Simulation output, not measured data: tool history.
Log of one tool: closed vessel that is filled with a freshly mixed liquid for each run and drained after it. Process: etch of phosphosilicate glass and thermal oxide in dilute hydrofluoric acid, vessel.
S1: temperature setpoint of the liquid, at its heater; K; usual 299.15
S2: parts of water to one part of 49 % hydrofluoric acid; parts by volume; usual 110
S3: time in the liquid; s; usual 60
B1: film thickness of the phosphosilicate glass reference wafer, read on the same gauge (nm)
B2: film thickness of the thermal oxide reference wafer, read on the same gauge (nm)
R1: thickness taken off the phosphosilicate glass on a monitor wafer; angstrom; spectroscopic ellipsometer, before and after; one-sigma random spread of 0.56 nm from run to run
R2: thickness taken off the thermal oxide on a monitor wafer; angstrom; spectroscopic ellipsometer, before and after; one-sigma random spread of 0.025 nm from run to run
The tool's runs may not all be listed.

run,hour,S1,S2,S3,B1,B2,R1,R2
1,0,299.15,145,60,140.04,139.997,494.6,16.33
2,13.3,302.65,110,85,140,140.002,1106,36.68
3,26,302.65,110,85,139.99,140.012,1075.3,36.67
4,37.1,301.15,110,60,139.99,140.016,741.2,24.62
5,52.9,301.15,110,60,140.01,140.011,731.9,24.65
6,67.4,299.15,110,75,140.01,139.999,838,28.21
7,82.1,299.15,110,60,140.01,140.004,672.6,21.96
8,91.7,299.15,110,60,139.99,139.983,667.4,22.72
9,108.5,299.15,110,60,139.99,140.019,667.7,22.36
10,159,299.15,110,60,140,139.998,664,22.33
# hour 159.5: gauge calibrated
11,166.1,302.15,70,30,139.99,139.988,619.6,20.23
12,178.9,301.65,110,80,139.96,139.988,971.3,32.3
13,190.6,299.15,110,60,140.02,139.996,665,21.77
# hour 196.8: thermometer replaced
14,206.1,297.65,110,60,140.01,140.002,679.1,23.02
# hour 235.3: hydrofluoric acid flow meter replaced
15,247.7,300.65,90,75,140.03,140.007,1205.1,39.57
16,255.8,299.15,110,60,140.01,139.992,723.4,24.18
17,266.7,295.15,85,70,140,140.009,945.4,31.8
18,278.3,299.15,110,60,140,139.988,724.5,23.96
19,286.5,299.15,110,80,140,140.017,959.6,32.33
20,296,299.15,110,60,139.99,139.987,716.4,24.09

Below are 4 alternative next runs, each starting from the tool's condition after run 20. Predict each:
A,296.7,299.15,110,60,?,?,?,?
B,296.7,299.15,110,30,?,?,?,?
C,296.7,299.15,80,90,?,?,?,?
D,296.7,299.15,125,35,?,?,?,?

run,B1,B2,R1,R2
A,139.99,139.987,709.9,24.31
B,139.99,139.987,355,12.15
C,139.99,139.987,1521.9,52.11
D,139.99,139.987,357.7,12.25
Had the tool no hidden state, the same runs would have come out as:
run,R1,R2
A,720.5,24.67
B,360.2,12.33
C,1544.9,52.9
D,362.9,12.43
